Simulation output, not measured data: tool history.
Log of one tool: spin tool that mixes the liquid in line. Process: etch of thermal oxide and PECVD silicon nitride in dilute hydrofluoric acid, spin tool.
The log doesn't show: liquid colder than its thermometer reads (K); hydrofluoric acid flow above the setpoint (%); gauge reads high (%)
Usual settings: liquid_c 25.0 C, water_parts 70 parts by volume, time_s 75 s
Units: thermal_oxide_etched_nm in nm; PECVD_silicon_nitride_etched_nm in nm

run	hour	liquid_c	water_parts	time_s	wafers since the last listed run	hours since the thermometer was replaced	hours since the hydrofluoric acid flow meter was replaced	hours since the gauge calibration	read-back film thickness of the thermal oxide reference wafer, read on the same gauge (nm)	read-back film thickness of the PECVD silicon nitride reference wafer, read on the same gauge (nm)	thermal_oxide_etched_nm	PECVD_silicon_nitride_etched_nm
1	0.0	25.0	70	75	0	1116.1	381.2	68.5	119.99	100.02	6.03	7.16
2	22.0	25.0	70	75	178	1138.1	403.2	90.5	119.99	100.00	6.10	7.16
3	41.4	25.0	70	75	157	1157.5	422.6	109.9	119.94	100.01	6.07	7.22
4	67.1	25.0	70	75	208	1183.2	448.3	135.6	120.00	100.03	6.07	7.12
5	95.0	25.0	70	75	226	1211.1	476.2	163.5	119.95	99.98	6.10	7.31
6	110.5	25.0	70	75	125	1226.6	491.7	179.0	119.99	99.98	6.08	7.25
7	132.4	25.0	70	75	177	1248.5	513.6	200.9	120.03	100.03	6.13	7.23
8	152.1	25.0	70	75	159	1268.2	533.3	220.6	120.02	100.01	6.12	7.20
9	168.1	25.0	70	75	129	1284.2	549.3	236.6	119.99	99.97	6.10	7.25
10	195.2	25.0	70	75	220	1311.3	576.4	263.7	120.00	100.00	6.14	7.21
# hour 204.2: hydrofluoric acid flow meter replaced
11	211.7	28.0	90	55	125	1327.8	7.5	280.2	120.01	99.98	3.95	5.26
12	247.0	25.0	70	50	286	1363.1	42.8	315.5	120.00	99.98	4.26	5.03
# hour 258.7: gauge calibrated
# hour 334.5: hydrofluoric acid flow meter replaced, repeated, since the last time left the tool worse
13	352.1	21.5	85	95	845	1468.2	17.6	93.4	120.01	99.96	5.22	5.79
14	380.3	21.5	50	95	229	1496.4	45.8	121.6	120.02	100.01	9.29	9.81
# hour 389.6: thermometer replaced
15	403.9	25.0	70	75	183	14.3	69.4	145.2	119.98	100.04	5.95	7.03
16	430.8	27.0	70	45	218	41.2	96.3	172.1	120.01	99.97	3.84	4.83
17	449.4	20.5	70	105	151	59.8	114.9	190.7	119.99	100.02	6.96	7.44
18	477.3	25.0	70	75	226	87.7	142.8	218.6	120.03	99.99	5.99	7.10
19	498.9	29.0	40	110	175	109.3	164.4	240.2	120.02	100.02	18.78	23.50
20	546.3	25.0	70	75	384	156.7	211.8	287.6	119.98	100.00	6.00	7.18

The same runs without the tool's hidden state, with the same run-to-run variation:
run	thermal_oxide_etched_nm	PECVD_silicon_nitride_etched_nm
1	5.85	6.96
2	5.91	6.95
3	5.86	7.00
4	5.86	6.89
5	5.87	7.06
6	5.85	7.00
7	5.88	6.97
8	5.86	6.93
9	5.84	6.96
10	5.86	6.91
11	3.64	4.89
12	3.93	4.67
13	5.19	5.76
14	9.21	9.73
15	5.88	6.96
16	3.79	4.78
17	6.87	7.35
18	5.89	6.99
19	18.45	23.12
20	5.87	7.04
